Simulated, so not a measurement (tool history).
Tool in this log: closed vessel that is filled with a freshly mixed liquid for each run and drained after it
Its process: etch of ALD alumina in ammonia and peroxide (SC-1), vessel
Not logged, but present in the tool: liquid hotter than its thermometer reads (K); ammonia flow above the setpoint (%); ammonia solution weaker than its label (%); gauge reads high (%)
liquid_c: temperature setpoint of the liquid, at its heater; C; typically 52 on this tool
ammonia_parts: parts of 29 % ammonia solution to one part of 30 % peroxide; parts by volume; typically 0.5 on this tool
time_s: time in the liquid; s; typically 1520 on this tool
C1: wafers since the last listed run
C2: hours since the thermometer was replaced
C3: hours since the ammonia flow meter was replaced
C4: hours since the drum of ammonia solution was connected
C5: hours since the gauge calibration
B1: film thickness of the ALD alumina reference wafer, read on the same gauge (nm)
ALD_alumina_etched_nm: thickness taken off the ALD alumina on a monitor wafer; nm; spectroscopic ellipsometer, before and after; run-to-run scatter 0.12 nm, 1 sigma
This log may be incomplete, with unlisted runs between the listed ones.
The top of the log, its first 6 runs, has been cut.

{"run": 7, "day": 14.267, "liquid_c": 52, "ammonia_parts": 0.5, "time_s": 1520, "C1": 2809, "C2": 465.5, "C3": 191.3, "C4": 186.1, "C5": 1486.8, "B1": 80, "ALD_alumina_etched_nm": 47.56}
{"run": 8, "day": 16.712, "liquid_c": 52, "ammonia_parts": 0.5, "time_s": 1520, "C1": 2862, "C2": 524.2, "C3": 250, "C4": 244.8, "C5": 1545.5, "B1": 79.99, "ALD_alumina_etched_nm": 47.72}
{"run": 9, "day": 19.438, "liquid_c": 52, "ammonia_parts": 0.5, "time_s": 1520, "C1": 3189, "C2": 589.6, "C3": 315.4, "C4": 310.2, "C5": 1610.9, "B1": 80.01, "ALD_alumina_etched_nm": 47.64}
{"run": 10, "day": 21.029, "liquid_c": 52, "ammonia_parts": 0.35, "time_s": 1520, "C1": 1862, "C2": 627.8, "C3": 353.6, "C4": 348.4, "C5": 1649.1, "B1": 79.99, "ALD_alumina_etched_nm": 45.91}
{"day": 21.333, "done": "thermometer replaced"}
{"run": 11, "day": 23.204, "liquid_c": 52, "ammonia_parts": 0.5, "time_s": 1520, "C1": 2496, "C2": 44.9, "C3": 405.8, "C4": 400.6, "C5": 1701.3, "B1": 79.98, "ALD_alumina_etched_nm": 47.6}
{"run": 12, "day": 24.779, "liquid_c": 52, "ammonia_parts": 0.5, "time_s": 980, "C1": 1843, "C2": 82.7, "C3": 443.6, "C4": 438.4, "C5": 1739.1, "B1": 80, "ALD_alumina_etched_nm": 30.63}
{"run": 13, "day": 26.725, "liquid_c": 52, "ammonia_parts": 0.5, "time_s": 980, "C1": 2277, "C2": 129.4, "C3": 490.3, "C4": 485.1, "C5": 1785.8, "B1": 80.02, "ALD_alumina_etched_nm": 30.63}
{"run": 14, "day": 29.458, "liquid_c": 52, "ammonia_parts": 0.5, "time_s": 980, "C1": 3199, "C2": 195, "C3": 555.9, "C4": 550.7, "C5": 1851.4, "B1": 79.99, "ALD_alumina_etched_nm": 30.76}
{"run": 15, "day": 31.104, "liquid_c": 47, "ammonia_parts": 0.5, "time_s": 835, "C1": 1926, "C2": 234.5, "C3": 595.4, "C4": 590.2, "C5": 1890.9, "B1": 80.01, "ALD_alumina_etched_nm": 19.78}
{"day": 33.712, "done": "gauge calibrated"}
{"day": 33.938, "done": "new drum of ammonia solution connected"}
{"run": 16, "day": 34.075, "liquid_c": 60, "ammonia_parts": 0.7, "time_s": 2000, "C1": 3428, "C2": 305.8, "C3": 666.7, "C4": 3.3, "C5": 8.7, "B1": 80.03, "ALD_alumina_etched_nm": 99.16}
{"run": 17, "day": 35.321, "liquid_c": 52, "ammonia_parts": 0.5, "time_s": 1520, "C1": 1458, "C2": 335.7, "C3": 696.6, "C4": 33.2, "C5": 38.6, "B1": 79.99, "ALD_alumina_etched_nm": 48.15}
{"run": 18, "day": 36.958, "liquid_c": 61, "ammonia_parts": 0.5, "time_s": 1520, "C1": 1916, "C2": 375, "C3": 735.9, "C4": 72.5, "C5": 77.9, "B1": 80.02, "ALD_alumina_etched_nm": 76.9}
{"run": 19, "day": 38.058, "liquid_c": 52, "ammonia_parts": 0.5, "time_s": 1520, "C1": 1287, "C2": 401.4, "C3": 762.3, "C4": 98.9, "C5": 104.3, "B1": 79.99, "ALD_alumina_etched_nm": 47.98}
{"run": 20, "day": 40.679, "liquid_c": 58.5, "ammonia_parts": 0.5, "time_s": 2430, "C1": 3067, "C2": 464.3, "C3": 825.2, "C4": 161.8, "C5": 167.2, "B1": 79.99, "ALD_alumina_etched_nm": 108.48}
{"run": 21, "day": 42.762, "liquid_c": 43, "ammonia_parts": 0.4, "time_s": 1520, "C1": 2438, "C2": 514.3, "C3": 875.2, "C4": 211.8, "C5": 217.2, "B1": 80.03, "ALD_alumina_etched_nm": 28.5}
{"run": 22, "day": 45.183, "liquid_c": 44.5, "ammonia_parts": 0.6, "time_s": 960, "C1": 2833, "C2": 572.4, "C3": 933.3, "C4": 269.9, "C5": 275.3, "B1": 80, "ALD_alumina_etched_nm": 20.34}
{"run": 23, "day": 47.504, "liquid_c": 52, "ammonia_parts": 0.5, "time_s": 1520, "C1": 2716, "C2": 628.1, "C3": 989, "C4": 325.6, "C5": 331, "B1": 79.97, "ALD_alumina_etched_nm": 47.94}
{"run": 24, "day": 49.629, "liquid_c": 47.5, "ammonia_parts": 0.3, "time_s": 2145, "C1": 2487, "C2": 679.1, "C3": 1040, "C4": 376.6, "C5": 382, "B1": 80.03, "ALD_alumina_etched_nm": 50.33}
{"day": 50.738, "done": "thermometer replaced"}
{"run": 25, "day": 52.292, "liquid_c": 49, "ammonia_parts": 0.7, "time_s": 1110, "C1": 3067, "C2": 37.3, "C3": 1103.9, "C4": 440.5, "C5": 445.9, "B1": 79.98, "ALD_alumina_etched_nm": 30.65}
{"day": 52.888, "done": "ammonia flow meter replaced"}
{"run": 26, "day": 53.962, "liquid_c": 52, "ammonia_parts": 0.5, "time_s": 2280, "C1": 1906, "C2": 77.4, "C3": 25.8, "C4": 480.6, "C5": 486, "B1": 80, "ALD_alumina_etched_nm": 71.2}
{"run": 27, "day": 55.854, "liquid_c": 47, "ammonia_parts": 0.45, "time_s": 1760, "C1": 2214, "C2": 122.8, "C3": 71.2, "C4": 526, "C5": 531.4, "B1": 80, "ALD_alumina_etched_nm": 41.19}
{"run": 28, "day": 61.504, "liquid_c": 61, "ammonia_parts": 0.4, "time_s": 1115, "C1": 6613, "C2": 258.4, "C3": 206.8, "C4": 661.6, "C5": 667, "B1": 79.99, "ALD_alumina_etched_nm": 54.68}
{"day": 63.033, "done": "new drum of ammonia solution connected"}
{"run": 29, "day": 64.475, "liquid_c": 52, "ammonia_parts": 0.45, "time_s": 2110, "C1": 3428, "C2": 329.7, "C3": 278.1, "C4": 34.6, "C5": 738.3, "B1": 79.97, "ALD_alumina_etched_nm": 65.31}
{"run": 30, "day": 67.196, "liquid_c": 57.5, "ammonia_parts": 0.65, "time_s": 2285, "C1": 3184, "C2": 395, "C3": 343.4, "C4": 99.9, "C5": 803.6, "B1": 80, "ALD_alumina_etched_nm": 98.4}

Branching from run 30: 3 alternative next runs. What would each branch give?
{"run": "A", "day": 67.242, "liquid_c": 52, "ammonia_parts": 0.45, "time_s": 1520, "C1": 53, "C2": 396.1, "C3": 344.5, "C4": 101, "C5": 804.7, "B1": "?", "ALD_alumina_etched_nm": "?"}
{"run": "B", "day": 67.242, "liquid_c": 57, "ammonia_parts": 0.65, "time_s": 1520, "C1": 53, "C2": 396.1, "C3": 344.5, "C4": 101, "C5": 804.7, "B1": "?", "ALD_alumina_etched_nm": "?"}
{"run": "C", "day": 67.242, "liquid_c": 45.5, "ammonia_parts": 0.7, "time_s": 1520, "C1": 53, "C2": 396.1, "C3": 344.5, "C4": 101, "C5": 804.7, "B1": "?", "ALD_alumina_etched_nm": "?"}

run=A B1=80 ALD_alumina_etched_nm=47.41
run=B B1=80 ALD_alumina_etched_nm=64.08
run=C B1=80 ALD_alumina_etched_nm=34.47
The same runs, with their run-to-run variation unchanged, on a tool lacking any hidden condition would have given:
run=A ALD_alumina_etched_nm=47.41
run=B ALD_alumina_etched_nm=64.08
run=C ALD_alumina_etched_nm=34.47
